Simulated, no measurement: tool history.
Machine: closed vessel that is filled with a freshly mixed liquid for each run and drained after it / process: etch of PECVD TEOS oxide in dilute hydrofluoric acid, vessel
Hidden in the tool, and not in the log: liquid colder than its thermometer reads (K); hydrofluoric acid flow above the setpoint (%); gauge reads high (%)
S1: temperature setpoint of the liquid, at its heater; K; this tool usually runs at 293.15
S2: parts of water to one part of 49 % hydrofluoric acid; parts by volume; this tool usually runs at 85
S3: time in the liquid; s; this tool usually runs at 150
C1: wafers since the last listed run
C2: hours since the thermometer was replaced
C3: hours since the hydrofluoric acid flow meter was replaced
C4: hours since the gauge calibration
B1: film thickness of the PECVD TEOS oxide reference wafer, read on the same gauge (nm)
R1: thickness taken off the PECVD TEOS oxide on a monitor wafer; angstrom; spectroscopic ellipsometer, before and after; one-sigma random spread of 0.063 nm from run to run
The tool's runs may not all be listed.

Run 1, day 0.000: usual settings; C1 0; C2 348.2; C3 661.9; C4 247.2; B1 90.00. Result: R1 160.8 angstrom.
Run 2, day 1.108: usual settings; C1 2210; C2 374.8; C3 688.5; C4 273.8; B1 89.99. Result: R1 159.4 angstrom.
Run 3, day 2.417: usual settings; C1 2609; C2 406.2; C3 719.9; C4 305.2; B1 89.99. Result: R1 158.8 angstrom.
Run 4, day 3.196: usual settings but S2 115 parts by volume; C1 1554; C2 424.9; C3 738.6; C4 323.9; B1 89.99. Result: R1 113.7 angstrom.
Run 5, day 3.775: usual settings but S2 65 parts by volume; C1 1155; C2 438.8; C3 752.5; C4 337.8; B1 90.03. Result: R1 213.0 angstrom.
Run 6, day 5.004: usual settings; C1 2451; C2 468.3; C3 782.0; C4 367.3; B1 90.00. Result: R1 158.5 angstrom.
Run 7, day 5.508: usual settings; C1 1005; C2 480.4; C3 794.1; C4 379.4; B1 90.00. Result: R1 159.0 angstrom.
Run 8, day 6.621: usual settings; C1 2218; C2 507.1; C3 820.8; C4 406.1; B1 90.00. Result: R1 160.3 angstrom.
Run 9, day 7.517: usual settings; C1 1786; C2 528.6; C3 842.3; C4 427.6; B1 90.01. Result: R1 159.6 angstrom.
Run 10, day 8.567: usual settings but S1 295.15 K, S2 55 parts by volume; C1 2094; C2 553.8; C3 867.5; C4 452.8; B1 90.02. Result: R1 278.5 angstrom.
Run 11, day 9.096: usual settings but S1 295.15 K, S2 55 parts by volume; C1 1055; C2 566.5; C3 880.2; C4 465.5; B1 89.99. Result: R1 278.2 angstrom.
At day 9.871: thermometer replaced.
At day 9.962: hydrofluoric acid flow meter replaced.
Run 12, day 10.342: usual settings but S1 295.15 K, S2 55 parts by volume; C1 2318; C2 11.3; C3 9.1; C4 495.4; B1 90.01. Result: R1 278.2 angstrom.
Run 13, day 11.804: usual settings; C1 2916; C2 46.4; C3 44.2; C4 530.5; B1 89.98. Result: R1 160.3 angstrom.
Run 14, day 12.833: usual settings; C1 2052; C2 71.1; C3 68.9; C4 555.2; B1 90.01. Result: R1 160.2 angstrom.
Run 15, day 13.908: usual settings; C1 2144; C2 96.9; C3 94.7; C4 581.0; B1 90.01. Result: R1 159.6 angstrom.
Run 16, day 14.979: usual settings but S1 298.15 K, S2 70 parts by volume, S3 125 s; C1 2135; C2 122.6; C3 120.4; C4 606.7; B1 90.01. Result: R1 202.0 angstrom.
Run 17, day 15.554: usual settings but S2 100 parts by volume, S3 190 s; C1 1146; C2 136.4; C3 134.2; C4 620.5; B1 90.04. Result: R1 168.5 angstrom.
At day 16.133: gauge calibrated.
Run 18, day 16.350: usual settings but S1 295.15 K, S2 65 parts by volume, S3 95 s; C1 1587; C2 155.5; C3 153.3; C4 5.2; B1 90.00. Result: R1 148.1 angstrom.
Run 19, day 17.717: usual settings but S1 296.65 K, S2 70 parts by volume; C1 2725; C2 188.3; C3 186.1; C4 38.0; B1 89.98. Result: R1 227.9 angstrom.
Run 20, day 18.475: usual settings but S3 225 s; C1 1512; C2 206.5; C3 204.3; C4 56.2; B1 90.00. Result: R1 240.0 angstrom.
Run 21, day 21.629: usual settings but S1 297.15 K, S3 120 s; C1 6290; C2 282.2; C3 280.0; C4 131.9; B1 90.00. Result: R1 150.5 angstrom.
Run 22, day 22.733: usual settings but S2 95 parts by volume; C1 2202; C2 308.7; C3 306.5; C4 158.4; B1 90.00. Result: R1 140.8 angstrom.
Run 23, day 24.025: usual settings but S1 290.15 K, S2 100 parts by volume; C1 2576; C2 339.7; C3 337.5; C4 189.4; B1 89.99. Result: R1 118.2 angstrom.
Run 24, day 24.725: usual settings but S1 296.65 K, S3 65 s; C1 1396; C2 356.5; C3 354.3; C4 206.2; B1 89.99. Result: R1 79.9 angstrom.
Run 25, day 25.554: usual settings but S1 290.15 K, S3 60 s; C1 1653; C2 376.4; C3 374.2; C4 226.1; B1 89.98. Result: R1 56.4 angstrom.
Run 26, day 26.104: usual settings but S2 115 parts by volume; C1 1096; C2 389.6; C3 387.4; C4 239.3; B1 90.00. Result: R1 113.8 angstrom.
Run 27, day 26.896: usual settings but S1 298.15 K, S2 70 parts by volume, S3 125 s; C1 1578; C2 408.6; C3 406.4; C4 258.3; B1 89.99. Result: R1 202.0 angstrom.

Take each entry between the runs: how does the hidden state at the last listed run before it differ from the hidden state at the first listed run after it?
Run 11 -> run 12: thermometer replaced (day 9.871); hydrofluoric acid flow meter replaced (day 9.962)
  no difference in the tool's unlogged condition between these two runs
Run 17 -> run 18: gauge calibrated (day 16.133)
  no difference in the tool's unlogged condition between these two runs
